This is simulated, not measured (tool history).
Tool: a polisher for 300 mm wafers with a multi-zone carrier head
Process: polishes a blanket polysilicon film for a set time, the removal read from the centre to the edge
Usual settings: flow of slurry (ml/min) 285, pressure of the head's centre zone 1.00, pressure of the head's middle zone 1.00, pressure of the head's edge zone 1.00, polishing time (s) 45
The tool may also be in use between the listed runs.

run     day  flow of slurry (ml/min)  pressure of the head's centre zone  pressure of the head's middle zone  pressure of the head's edge zone  polishing time (s)  incoming thickness of the incoming film, nm  film removed at the wafer's centre (Å)  film removed at mid-radius (Å)  film removed at the wafer's edge (Å)
  1   0.000                      350                                1.03                                0.96                              1.00                  49                                       1918.7                                    5255                            4939                                  5200
      1.467  -- carrier head's membrane replaced by a new one
      1.583  -- worn pad replaced by a new one
  2   1.625                      285                                1.00                                1.00                              1.00                  45                                       1943.6                                    4765                            4594                                  4670
      2.167  -- slurry nozzle cleaned
  3   2.717                      285                                0.91                                0.89                              1.08                  45                                       1916.0                                    4339                            4217                                  4991
  4   3.738                      285                                1.00                                1.00                              1.00                  45                                       1931.0                                    4734                            4625                                  4784
  5   6.579                      240                                1.05                                0.90                              1.00                  45                                       1921.1                                    4860                            4233                                  4624
  6   9.158                      325                                1.00                                1.00                              1.04                  45                                       1942.8                                    4861                            4667                                  4902
      9.988  -- edge zone pressure recalibrated
  7  10.675                      285                                1.00                                1.00                              1.00                  37                                       1964.8                                    3940                            3784                                  3882
  8  11.862                      285                                1.00                                1.00                              1.00                  45                                       1958.5                                    4847                            4627                                  4802
  9  13.333                      240                                0.94                                0.96                              1.00                  45                                       1969.6                                    4459                            4376                                  4865
 10  14.404                      285                                1.00                                1.00                              1.00                  56                                       1928.0                                    5987                            5801                                  5920
     17.096  -- centre zone pressure recalibrated
 11  17.275                      285                                1.10                                1.11                              0.97                  59                                       1983.3                                    6618                            6651                                  6113
 12  20.208                      285                                1.00                                0.95                              1.00                  45                                       1949.8                                    4781                            4461                                  4842
     20.812  -- worn pad replaced by a new one
     21.704  -- slurry nozzle cleaned
 13  24.325                      330                                0.90                                1.11                              1.00                  39                                       1955.0                                    3865                            4457                                  4251
 14  25.642                      285                                1.00                                1.00                              1.00                  45                                       1953.8                                    4746                            4595                                  4899
 15  27.750                      285                                1.00                                1.05                              1.00                  52                                       1974.9                                    5468                            5540                                  5560
 16  30.038                      285                                1.00                                1.00                              1.08                  56                                       1955.7                                    6126                            5761                                  6051
 17  31.779                      285                                1.00                                0.91                              1.00                  29                                       1978.8                                    3070                            2764                                  3118
 18  33.292                      195                                1.00                                1.11                              1.00                  45                                       1927.2                                    4550                            4938                                  4512
 19  34.296                      240                                0.95                                1.00                              0.94                  39                                       1981.7                                    3972                            3907                                  3981
 20  36.462                      285                                1.00                                1.00                              0.96                  45                                       1956.6                                    4911                            4689                                  4665
 21  38.721                      250                                1.03                                1.00                              1.00                  45                                       1983.2                                    4884                            4556                                  4689
     39.212  -- centre zone pressure recalibrated
     39.288  -- worn pad replaced by a new one
 22  41.429                      285                                1.00                                1.00                              1.00                  45                                       1948.6                                    4782                            4621                                  4772
 23  43.142                      285                                1.00                                1.00                              1.00                  45                                       1929.5                                    4694                            4583                                  4784

3 ways to go on from here, each from the tool as it stands after run 23. What would each give?
  A  43.158                      285                                1.00                                1.00                              1.00                  45                                       1950.7                                       ?                               ?                                     ?
  B  43.158                      360                                1.10                                0.93                              1.00                  30                                       1950.7                                       ?                               ?                                     ?
  C  43.158                      285                                1.00                                0.93                              1.00                  45                                       1950.7                                       ?                               ?                                     ?

run  film removed at the wafer's centre (Å)  film removed at mid-radius (Å)  film removed at the wafer's edge (Å)
  A                                    4749                            4607                                  4753
  B                                    3509                            2945                                  3220
  C                                    4746                            4335                                  4758
Without the tool's hidden state the same runs would have given:
run  film removed at the wafer's centre (Å)  film removed at mid-radius (Å)  film removed at the wafer's edge (Å)
  A                                    4682                            4607                                  4753
  B                                    3460                            2945                                  3220
  C                                    4680                            4335                                  4758

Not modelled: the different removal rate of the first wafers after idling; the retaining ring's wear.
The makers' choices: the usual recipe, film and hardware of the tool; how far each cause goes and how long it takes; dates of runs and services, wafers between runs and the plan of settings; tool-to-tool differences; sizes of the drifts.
